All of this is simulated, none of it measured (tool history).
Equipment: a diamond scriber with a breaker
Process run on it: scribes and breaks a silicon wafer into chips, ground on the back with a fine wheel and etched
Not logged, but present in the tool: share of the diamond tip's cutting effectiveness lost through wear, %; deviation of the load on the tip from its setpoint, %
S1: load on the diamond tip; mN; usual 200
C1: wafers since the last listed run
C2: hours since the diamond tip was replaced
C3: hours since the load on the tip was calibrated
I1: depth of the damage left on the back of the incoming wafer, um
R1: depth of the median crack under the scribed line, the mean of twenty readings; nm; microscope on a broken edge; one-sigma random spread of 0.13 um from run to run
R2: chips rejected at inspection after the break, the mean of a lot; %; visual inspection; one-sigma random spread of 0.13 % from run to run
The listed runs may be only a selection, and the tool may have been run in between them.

{"run": 1, "hour": 0.0, "S1": 200, "C1": 0, "C2": 210.0, "C3": 313.0, "I1": 0.6, "R1": 8010, "R2": 1.94}
{"run": 2, "hour": 29.7, "S1": 180, "C1": 55, "C2": 239.7, "C3": 342.7, "I1": 0.46, "R1": 7340, "R2": 2.86}
{"run": 3, "hour": 63.0, "S1": 180, "C1": 62, "C2": 273.0, "C3": 376.0, "I1": 0.38, "R1": 7330, "R2": 3.18}
{"run": 4, "hour": 116.1, "S1": 180, "C1": 99, "C2": 326.1, "C3": 429.1, "I1": 0.64, "R1": 7250, "R2": 2.98}
{"run": 5, "hour": 163.9, "S1": 200, "C1": 89, "C2": 373.9, "C3": 476.9, "I1": 0.73, "R1": 7430, "R2": 2.2}
{"run": 6, "hour": 228.6, "S1": 171, "C1": 120, "C2": 438.6, "C3": 541.6, "I1": 0.78, "R1": 6930, "R2": 4.38}
{"run": 7, "hour": 280.5, "S1": 171, "C1": 96, "C2": 490.5, "C3": 593.5, "I1": 0.41, "R1": 6800, "R2": 4.86}
{"run": 8, "hour": 342.4, "S1": 172, "C1": 115, "C2": 552.4, "C3": 655.4, "I1": 0.78, "R1": 6430, "R2": 5.06}
{"run": 9, "hour": 382.9, "S1": 172, "C1": 75, "C2": 592.9, "C3": 695.9, "I1": 0.55, "R1": 6610, "R2": 5.85}
{"hour": 451.3, "done": "load on the tip recalibrated"}
{"run": 10, "hour": 452.9, "S1": 172, "C1": 127, "C2": 662.9, "C3": 1.6, "I1": 0.43, "R1": 6900, "R2": 4.73}
{"run": 11, "hour": 513.3, "S1": 200, "C1": 112, "C2": 723.3, "C3": 62.0, "I1": 0.47, "R1": 7350, "R2": 2.81}
{"run": 12, "hour": 608.9, "S1": 200, "C1": 178, "C2": 818.9, "C3": 157.6, "I1": 0.5, "R1": 7050, "R2": 3.46}
{"run": 13, "hour": 634.5, "S1": 200, "C1": 47, "C2": 844.5, "C3": 183.2, "I1": 0.74, "R1": 7090, "R2": 3.81}
{"run": 14, "hour": 672.1, "S1": 141, "C1": 70, "C2": 882.1, "C3": 220.8, "I1": 0.66, "R1": 5800, "R2": 12.3}
{"run": 15, "hour": 708.5, "S1": 227, "C1": 67, "C2": 918.5, "C3": 257.2, "I1": 0.7, "R1": 7540, "R2": 2.62}
{"hour": 722.7, "done": "diamond tip replaced by a new one"}
{"run": 16, "hour": 753.2, "S1": 200, "C1": 79, "C2": 30.5, "C3": 301.9, "I1": 0.63, "R1": 7860, "R2": 1.76}
{"run": 17, "hour": 806.1, "S1": 244, "C1": 98, "C2": 83.4, "C3": 354.8, "I1": 0.78, "R1": 8750, "R2": 2.38}
{"run": 18, "hour": 840.9, "S1": 200, "C1": 65, "C2": 118.2, "C3": 389.6, "I1": 0.78, "R1": 7990, "R2": 2.12}
{"run": 19, "hour": 889.3, "S1": 174, "C1": 90, "C2": 166.6, "C3": 438.0, "I1": 0.65, "R1": 7360, "R2": 3.12}
{"run": 20, "hour": 939.8, "S1": 200, "C1": 94, "C2": 217.1, "C3": 488.5, "I1": 0.35, "R1": 7520, "R2": 1.71}
{"run": 21, "hour": 987.2, "S1": 180, "C1": 88, "C2": 264.5, "C3": 535.9, "I1": 0.44, "R1": 7290, "R2": 3.15}
{"run": 22, "hour": 1020.7, "S1": 253, "C1": 62, "C2": 298.0, "C3": 569.4, "I1": 0.39, "R1": 8690, "R2": 1.81}
{"run": 23, "hour": 1070.3, "S1": 184, "C1": 92, "C2": 347.6, "C3": 619.0, "I1": 0.73, "R1": 6990, "R2": 3.25}
{"run": 24, "hour": 1157.5, "S1": 143, "C1": 162, "C2": 434.8, "C3": 706.2, "I1": 0.62, "R1": 6150, "R2": 8.95}

3 ways to go on from here, each from the tool as it stands after run 24. What would each give?
{"run": "A", "hour": 1158.2, "S1": 177, "C1": 1, "C2": 435.5, "C3": 706.9, "I1": 0.6, "R1": "?", "R2": "?"}
{"run": "B", "hour": 1158.2, "S1": 175, "C1": 1, "C2": 435.5, "C3": 706.9, "I1": 0.6, "R1": "?", "R2": "?"}
{"run": "C", "hour": 1158.2, "S1": 225, "C1": 1, "C2": 435.5, "C3": 706.9, "I1": 0.6, "R1": "?", "R2": "?"}

run=A R1=6860 R2=4.47
run=B R1=6820 R2=4.66
run=C R1=7810 R2=1.84
What these runs would have given with no unlogged condition in the tool:
run=A R1=7650 R2=2.05
run=B R1=7610 R2=2.12
run=C R1=8700 R2=2.03

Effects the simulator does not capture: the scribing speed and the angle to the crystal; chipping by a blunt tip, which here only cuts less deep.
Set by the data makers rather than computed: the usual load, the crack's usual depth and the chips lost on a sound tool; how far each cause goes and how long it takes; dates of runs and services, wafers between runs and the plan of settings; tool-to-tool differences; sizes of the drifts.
